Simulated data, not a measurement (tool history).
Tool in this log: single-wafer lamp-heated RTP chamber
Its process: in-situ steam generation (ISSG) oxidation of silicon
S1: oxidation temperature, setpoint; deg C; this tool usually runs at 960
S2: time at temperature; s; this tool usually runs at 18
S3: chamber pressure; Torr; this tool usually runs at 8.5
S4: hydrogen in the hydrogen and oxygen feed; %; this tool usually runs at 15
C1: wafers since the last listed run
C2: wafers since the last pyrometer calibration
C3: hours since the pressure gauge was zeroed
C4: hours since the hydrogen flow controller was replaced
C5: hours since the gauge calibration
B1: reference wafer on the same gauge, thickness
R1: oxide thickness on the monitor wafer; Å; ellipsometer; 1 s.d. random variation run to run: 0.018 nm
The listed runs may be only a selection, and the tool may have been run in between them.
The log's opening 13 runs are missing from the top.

run	hour	S1	S2	S3	S4	C1	C2	C3	C4	C5	B1	R1
14	424.6	950	23	9.4	11	183	3436	60.4	277.8	732.3	3.791	43.17
15	436.8	960	18	8.5	15	127	3564	72.6	290.0	744.5	3.785	43.59
# hour 443.6: gauge calibrated
16	467.1	960	14	7.2	15	316	3881	102.9	320.3	23.5	3.790	39.14
17	483.2	960	18	8.5	15	168	4049	119.0	336.4	39.6	3.789	43.47
18	512.6	979	23	8.5	22	307	4357	148.4	365.8	69.0	3.787	55.71
19	542.1	960	20	8.1	22	308	4665	177.9	395.3	98.5	3.791	49.85
20	561.5	960	13	8.5	11	202	4868	197.3	414.7	117.9	3.789	35.43
21	586.2	951	15	9.0	15	258	5127	222.0	439.4	142.6	3.785	39.36
22	618.7	974	11	8.5	11	340	5467	254.5	471.9	175.1	3.787	34.69
23	635.7	960	18	7.3	15	177	5644	271.5	488.9	192.1	3.789	43.46
24	651.2	960	18	8.5	15	162	5807	287.0	504.4	207.6	3.785	43.60
25	683.3	960	18	8.5	15	335	6142	319.1	536.5	239.7	3.792	43.67
26	718.6	948	11	9.4	11	369	6512	354.4	571.8	275.0	3.783	32.26
27	731.8	960	18	9.7	20	138	6650	367.6	585.0	288.2	3.791	46.48
28	762.9	960	18	8.5	15	325	6975	398.7	616.1	319.3	3.790	44.01
29	796.2	960	22	8.5	11	348	7323	432.0	649.4	352.6	3.786	45.45
30	822.7	960	18	8.5	23	277	7601	458.5	675.9	379.1	3.792	48.89
# hour 842.7: pyrometer window cleaned and pyrometer calibrated
31	843.2	960	15	8.5	15	130	4	479.0	696.4	399.6	3.791	39.84

Each row is a separate what-if for the run after 31, all from the same tool condition, not one after another. Results?
A	843.6	960	18	8.5	15	4	8	479.4	696.8	400.0	?	?
B	843.6	947	14	8.5	11	4	8	479.4	696.8	400.0	?	?
C	843.6	960	18	8.5	11	4	8	479.4	696.8	400.0	?	?
D	843.6	940	12	7.7	19	4	8	479.4	696.8	400.0	?	?

run	B1	R1
A	3.783	43.42
B	3.783	35.32
C	3.783	40.66
D	3.783	37.08
Stripped of hidden state, with their random variation kept, the same runs would have yielded:
run	R1
A	43.06
B	35.08
C	40.32
D	36.85
